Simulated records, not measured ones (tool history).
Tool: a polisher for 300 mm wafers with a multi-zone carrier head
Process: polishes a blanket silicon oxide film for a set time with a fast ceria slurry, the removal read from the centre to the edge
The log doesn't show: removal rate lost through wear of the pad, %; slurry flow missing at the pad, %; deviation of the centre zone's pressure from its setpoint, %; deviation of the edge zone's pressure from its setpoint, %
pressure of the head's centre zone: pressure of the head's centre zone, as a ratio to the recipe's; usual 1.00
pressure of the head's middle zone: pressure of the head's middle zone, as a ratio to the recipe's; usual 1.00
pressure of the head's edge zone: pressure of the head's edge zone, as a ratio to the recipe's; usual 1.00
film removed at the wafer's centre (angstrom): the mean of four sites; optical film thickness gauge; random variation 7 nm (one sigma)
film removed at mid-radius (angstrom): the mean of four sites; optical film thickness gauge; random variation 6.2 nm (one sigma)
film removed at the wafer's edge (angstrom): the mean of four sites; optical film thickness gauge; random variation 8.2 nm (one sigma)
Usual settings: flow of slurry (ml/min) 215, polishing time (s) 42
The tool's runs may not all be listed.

run	hour	flow of slurry (ml/min)	pressure of the head's centre zone	pressure of the head's middle zone	pressure of the head's edge zone	polishing time (s)	wafers since the last listed run	wafers polished on this pad	hours since the slurry nozzle was cleaned	hours since the centre zone pressure was calibrated	hours since the edge zone pressure was calibrated	hours since the carrier head's membrane was replaced	incoming thickness of the incoming film, nm	film removed at the wafer's centre (angstrom)	film removed at mid-radius (angstrom)	film removed at the wafer's edge (angstrom)
1	0.0	215	1.00	1.00	1.00	42	0	3022	417.8	1037.4	545.8	56.2	2304.1	7262	7016	7084
2	31.9	215	1.00	1.00	1.00	42	361	3384	449.7	1069.3	577.7	88.1	2290.3	7311	7040	7263
# hour 35.8: centre zone pressure recalibrated
3	61.6	215	1.00	1.00	1.00	42	313	3697	479.4	25.8	607.4	117.8	2291.6	7115	6943	7027
4	104.7	215	0.93	1.00	1.00	37	488	4185	522.5	68.9	650.5	160.9	2311.5	5921	6048	6146
# hour 125.4: worn pad replaced by a new one
5	144.3	215	0.88	1.00	0.91	38	403	214	562.1	108.5	690.1	200.5	2293.9	6026	6554	6426
# hour 152.6: slurry nozzle cleaned
6	169.6	215	1.00	1.00	1.00	42	275	489	17.0	133.8	715.4	225.8	2288.2	7489	7427	7301
7	223.5	240	0.96	1.04	1.00	48	610	1100	70.9	187.7	769.3	279.7	2287.8	8433	8611	8389
8	259.1	240	1.00	1.00	1.00	47	403	1503	106.5	223.3	804.9	315.3	2292.3	8487	8295	8235
9	285.7	215	1.00	0.90	1.06	49	301	1804	133.1	249.9	831.5	341.9	2265.1	8700	7945	8895
10	349.6	215	1.00	1.00	1.00	42	723	2528	197.0	313.8	895.4	405.8	2281.8	7304	7299	7469
11	397.1	285	1.00	1.00	1.00	49	538	3066	244.5	361.3	942.9	453.3	2263.2	8812	8584	8481
12	460.6	215	1.00	1.00	1.00	42	719	3785	308.0	424.8	1006.4	516.8	2299.1	7171	7097	7209
# hour 503.7: worn pad replaced by a new one
# hour 506.3: edge zone pressure recalibrated
13	579.4	215	0.94	1.00	1.00	52	1277	835	426.8	543.6	73.1	635.6	2317.1	8842	9016	9028
14	614.7	215	1.00	1.00	1.00	42	399	1235	462.1	578.9	108.4	670.9	2277.4	7516	7325	7456
15	647.6	215	1.00	1.00	1.00	42	372	1607	495.0	611.8	141.3	703.8	2293.8	7411	7187	7348
# hour 669.4: carrier head's membrane replaced by a new one
16	686.9	215	0.92	1.00	1.00	42	388	1996	534.3	651.1	180.6	17.5	2257.4	6945	7171	7345
# hour 697.9: slurry nozzle cleaned
17	744.0	160	1.00	1.00	1.00	47	635	2631	46.1	708.2	237.7	74.6	2258.2	8018	7810	7821
18	794.6	215	0.90	1.00	1.00	42	573	3204	96.7	758.8	288.3	125.2	2328.1	6608	7083	7213
19	834.0	215	1.00	0.97	1.08	42	446	3651	136.1	798.2	327.7	164.6	2316.1	7088	6837	7370
20	864.8	215	0.93	1.08	0.97	42	348	3999	166.9	829.0	358.5	195.4	2298.2	6700	7220	6902
# hour 914.8: worn pad replaced by a new one
21	915.3	250	1.00	0.95	1.00	42	526	5	217.4	879.5	409.0	245.9	2288.3	7609	7079	7492
22	947.7	215	1.00	1.00	1.05	42	366	372	249.8	911.9	441.4	278.3	2326.8	7524	7283	7681

Some steps in film removed at the wafer's centre (angstrom) between neighbouring runs. How much of each would the tool show without its hidden state too (settings, what came in, random variation), and how much is left for the hidden state, with any gauge scatter that isn't in both results?
Run 4 -> 5: pressure of the head's centre zone 0.93 -> 0.88, pressure of the head's edge zone 1.00 -> 0.91, polishing time (s) 37 -> 38, worn pad replaced by a new one. film removed at the wafer's centre (angstrom) +105: hidden state +387, all else -282.
Run 11 -> 12: flow of slurry (ml/min) 285 -> 215, polishing time (s) 49 -> 42. film removed at the wafer's centre (angstrom) -1641: hidden state -64, all else -1577.
Run 12 -> 13: pressure of the head's centre zone 1.00 -> 0.94, polishing time (s) 42 -> 52, worn pad replaced by a new one, edge zone pressure recalibrated. film removed at the wafer's centre (angstrom) +1671: hidden state +301, all else +1370.
Run 20 -> 21: flow of slurry (ml/min) 215 -> 250, pressure of the head's centre zone 0.93 -> 1.00, pressure of the head's middle zone 1.08 -> 0.95, pressure of the head's edge zone 0.97 -> 1.00, worn pad replaced by a new one. film removed at the wafer's centre (angstrom) +909: hidden state +368, all else +541.
